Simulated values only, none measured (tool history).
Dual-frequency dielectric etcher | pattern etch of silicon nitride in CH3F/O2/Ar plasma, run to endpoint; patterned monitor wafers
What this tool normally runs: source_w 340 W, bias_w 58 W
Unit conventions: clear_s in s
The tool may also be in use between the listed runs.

| run | day | source_w | bias_w | incoming incoming film thickness, nm | clear_s |
|---|---|---|---|---|---|
| 1 | 0.000 | 400 | 58 | 31.58 | 49.2 |
| 2 | 1.104 | 400 | 58 | 31.65 | 49.2 |
| 3 | 2.979 | 400 | 58 | 31.85 | 49.6 |
| 4 | 5.104 | 340 | 51 | 31.81 | 55.3 |
| 5 | 7.912 | 340 | 68 | 31.81 | 49.6 |
| 6 | 9.162 | 340 | 68 | 31.80 | 49.6 |
| 7 | 10.946 | 310 | 58 | 31.93 | 54.8 |
| 8 | 13.088 | 310 | 58 | 31.70 | 54.3 |
|  | 14.529 | wet clean of the chamber |
| 9 | 15.312 | 310 | 58 | 32.16 | 57.6 |
|  | 21.692 | source power generator calibrated |
| 10 | 22.408 | 400 | 48 | 31.63 | 53.3 |
|  | 24.629 | upper electrode replaced, of another model than before |
| 11 | 24.650 | 340 | 69 | 32.12 | 48.9 |
|  | 25.796 | bias power generator calibrated |
| 12 | 26.288 | 340 | 49 | 31.97 | 59.6 |
| 13 | 27.542 | 340 | 58 | 32.00 | 53.9 |
| 14 | 28.908 | 300 | 72 | 31.90 | 51.2 |
| 15 | 30.808 | 290 | 54 | 31.83 | 61.2 |
| 16 | 32.725 | 280 | 52 | 31.95 | 63.9 |
| 17 | 34.358 | 270 | 62 | 31.97 | 58.6 |
| 18 | 37.262 | 340 | 58 | 31.75 | 52.4 |
| 19 | 39.221 | 380 | 54 | 31.68 | 50.9 |

Hidden state or all else? Some run-to-run changes of clear_s, split into what the settings, what came in and random variation would give without the hidden state, and what is left for the hidden state (with any gauge scatter that isn't in both results):
Hidden state at play: etch rate over this chamber's usual, %; source power that arrives over what is set, %; bias power that arrives over what is set, %.
Run 8 -> 9: wet clean of the chamber. clear_s +3.3 s: hidden state +2.5, all else +0.8.
Run 11 -> 12: bias_w 69 -> 49, bias power generator calibrated. clear_s +10.7 s: hidden state -0.3, all else +11.0.

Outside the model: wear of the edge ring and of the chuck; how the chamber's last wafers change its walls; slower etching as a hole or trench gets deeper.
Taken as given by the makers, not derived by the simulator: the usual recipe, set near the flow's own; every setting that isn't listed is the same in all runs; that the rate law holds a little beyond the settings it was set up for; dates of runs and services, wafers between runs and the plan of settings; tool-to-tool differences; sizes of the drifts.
